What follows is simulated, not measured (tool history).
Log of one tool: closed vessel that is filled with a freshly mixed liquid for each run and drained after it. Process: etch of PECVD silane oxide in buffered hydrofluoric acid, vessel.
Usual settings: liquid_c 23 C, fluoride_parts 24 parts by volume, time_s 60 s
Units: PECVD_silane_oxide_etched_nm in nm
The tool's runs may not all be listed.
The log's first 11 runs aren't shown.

run,day,liquid_c,fluoride_parts,time_s,"read-back film thickness of the PECVD silane oxide reference wafer, read on the same gauge (nm)",PECVD_silane_oxide_etched_nm
12,13.938,20,24,60,70.02,45.44
# day 14.1: hydrofluoric acid flow meter replaced
13,15.079,23,17.5,60,70.01,69.01
14,16.179,19.5,24,60,70.01,43.32
15,17.454,25,30,80,70,68.09
# day 17.529: gauge calibrated
16,18.612,19,24,60,70,42.49
17,20.025,25,29.5,95,70.01,80.74
18,22.329,26,21.5,60,70,67.22
19,22.954,23,24,35,69.99,30.53

Run 20 comes next. What will it give?
20,24.25,23,24,70,?,?

{"run 20": {"read-back film thickness of the PECVD silane oxide reference wafer, read on the same gauge (nm)": 70.01, "PECVD_silane_oxide_etched_nm": 61}}
Without the tool's hidden state the same run would have given PECVD_silane_oxide_etched_nm 64.05 nm.
